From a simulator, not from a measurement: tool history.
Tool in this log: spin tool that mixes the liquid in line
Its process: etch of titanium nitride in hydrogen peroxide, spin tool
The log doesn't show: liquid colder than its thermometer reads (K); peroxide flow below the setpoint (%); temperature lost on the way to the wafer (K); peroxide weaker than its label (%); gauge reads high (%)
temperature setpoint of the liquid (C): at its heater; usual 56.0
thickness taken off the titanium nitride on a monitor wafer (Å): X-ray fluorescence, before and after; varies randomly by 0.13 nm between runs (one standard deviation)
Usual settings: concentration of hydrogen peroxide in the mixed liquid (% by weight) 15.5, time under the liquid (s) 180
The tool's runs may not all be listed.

| run | hour | temperature setpoint of the liquid (C) | concentration of hydrogen peroxide in the mixed liquid (% by weight) | time under the liquid (s) | wafers since the last listed run | hours since the thermometer was replaced | hours since the peroxide flow meter was replaced | hours since the heated supply line was repaired | hours since the drum of peroxide was connected | hours since the gauge calibration | read-back film thickness of the titanium nitride reference wafer, read on the same gauge (nm) | thickness taken off the titanium nitride on a monitor wafer (Å) |
|---|---|---|---|---|---|---|---|---|---|---|---|---|
| 1 | 0.0 | 56.0 | 15.5 | 180 | 0 | 164.5 | 840.7 | 1229.2 | 41.1 | 254.4 | 130.01 | 159.2 |
| 2 | 87.5 | 56.0 | 15.5 | 180 | 486 | 252.0 | 928.2 | 1316.7 | 128.6 | 341.9 | 129.99 | 158.8 |
| 3 | 130.9 | 56.0 | 15.5 | 180 | 241 | 295.4 | 971.6 | 1360.1 | 172.0 | 385.3 | 130.00 | 159.0 |
| 4 | 198.0 | 56.0 | 15.5 | 180 | 372 | 362.5 | 1038.7 | 1427.2 | 239.1 | 452.4 | 130.00 | 158.1 |
| 5 | 302.4 | 56.0 | 17.5 | 265 | 580 | 466.9 | 1143.1 | 1531.6 | 343.5 | 556.8 | 129.99 | 236.7 |
| 6 | 362.8 | 56.0 | 17.0 | 180 | 335 | 527.3 | 1203.5 | 1592.0 | 403.9 | 617.2 | 130.00 | 162.5 |
| 7 | 432.5 | 56.0 | 15.5 | 245 | 387 | 597.0 | 1273.2 | 1661.7 | 473.6 | 686.9 | 130.01 | 213.0 |
| 8 | 475.1 | 56.0 | 15.5 | 245 | 236 | 639.6 | 1315.8 | 1704.3 | 516.2 | 729.5 | 129.97 | 218.7 |
| 9 | 537.8 | 56.0 | 15.5 | 180 | 348 | 702.3 | 1378.5 | 1767.0 | 578.9 | 792.2 | 130.00 | 158.8 |
| 10 | 594.6 | 56.0 | 15.5 | 180 | 315 | 759.1 | 1435.3 | 1823.8 | 635.7 | 849.0 | 129.99 | 156.3 |
| 11 | 645.2 | 56.0 | 15.5 | 180 | 281 | 809.7 | 1485.9 | 1874.4 | 686.3 | 899.6 | 130.02 | 158.3 |
| 12 | 728.3 | 49.5 | 17.0 | 130 | 461 | 892.8 | 1569.0 | 1957.5 | 769.4 | 982.7 | 130.00 | 73.3 |
| 13 | 797.6 | 56.0 | 15.5 | 145 | 385 | 962.1 | 1638.3 | 2026.8 | 838.7 | 1052.0 | 129.99 | 128.8 |
|  | 802.0 | gauge calibrated |
|  | 807.4 | peroxide flow meter replaced |
|  | 839.2 | new drum of peroxide connected |
| 14 | 878.3 | 46.0 | 19.5 | 75 | 437 | 1042.8 | 70.9 | 2107.5 | 39.1 | 76.3 | 130.02 | 33.9 |
|  | 890.0 | thermometer replaced |
| 15 | 947.2 | 56.0 | 18.0 | 135 | 377 | 57.2 | 139.8 | 2176.4 | 108.0 | 145.2 | 130.01 | 124.9 |
| 16 | 1054.9 | 56.0 | 15.5 | 215 | 598 | 164.9 | 247.5 | 2284.1 | 215.7 | 252.9 | 129.98 | 188.8 |
|  | 1093.4 | heated supply line repaired |
| 17 | 1154.6 | 56.0 | 15.5 | 245 | 548 | 264.6 | 347.2 | 61.2 | 315.4 | 352.6 | 130.01 | 212.8 |
| 18 | 1218.9 | 56.0 | 15.5 | 180 | 357 | 328.9 | 411.5 | 125.5 | 379.7 | 416.9 | 129.99 | 159.0 |
| 19 | 1282.1 | 56.0 | 17.0 | 150 | 351 | 392.1 | 474.7 | 188.7 | 442.9 | 480.1 | 129.98 | 136.4 |
| 20 | 1362.4 | 56.0 | 15.5 | 180 | 446 | 472.4 | 555.0 | 269.0 | 523.2 | 560.4 | 130.02 | 158.7 |
| 21 | 1435.2 | 56.0 | 15.5 | 180 | 404 | 545.2 | 627.8 | 341.8 | 596.0 | 633.2 | 130.00 | 159.4 |
|  | 1508.6 | new drum of peroxide connected |
| 22 | 1531.8 | 61.5 | 14.0 | 180 | 531 | 641.8 | 724.4 | 438.4 | 23.2 | 729.8 | 130.01 | 230.5 |
| 23 | 1603.5 | 50.5 | 13.5 | 230 | 398 | 713.5 | 796.1 | 510.1 | 94.9 | 801.5 | 129.99 | 135.4 |

What if the next run were any one of these 3? Each begins from the tool's condition after run 23:
| A | 1604.0 | 56.0 | 15.5 | 180 | 2 | 714.0 | 796.6 | 510.6 | 95.4 | 802.0 | ? | ? |
| B | 1604.0 | 50.0 | 18.0 | 285 | 2 | 714.0 | 796.6 | 510.6 | 95.4 | 802.0 | ? | ? |
| C | 1604.0 | 50.5 | 14.0 | 95 | 2 | 714.0 | 796.6 | 510.6 | 95.4 | 802.0 | ? | ? |

| run | read-back film thickness of the titanium nitride reference wafer, read on the same gauge (nm) | thickness taken off the titanium nitride on a monitor wafer (Å) |
|---|---|---|
| A | 130.00 | 158.2 |
| B | 130.00 | 169.0 |
| C | 130.00 | 55.4 |
The same runs, with their run-to-run variation unchanged, on a tool lacking any hidden condition would have given:
| run | thickness taken off the titanium nitride on a monitor wafer (Å) |
|---|---|
| A | 158.2 |
| B | 169.0 |
| C | 55.4 |

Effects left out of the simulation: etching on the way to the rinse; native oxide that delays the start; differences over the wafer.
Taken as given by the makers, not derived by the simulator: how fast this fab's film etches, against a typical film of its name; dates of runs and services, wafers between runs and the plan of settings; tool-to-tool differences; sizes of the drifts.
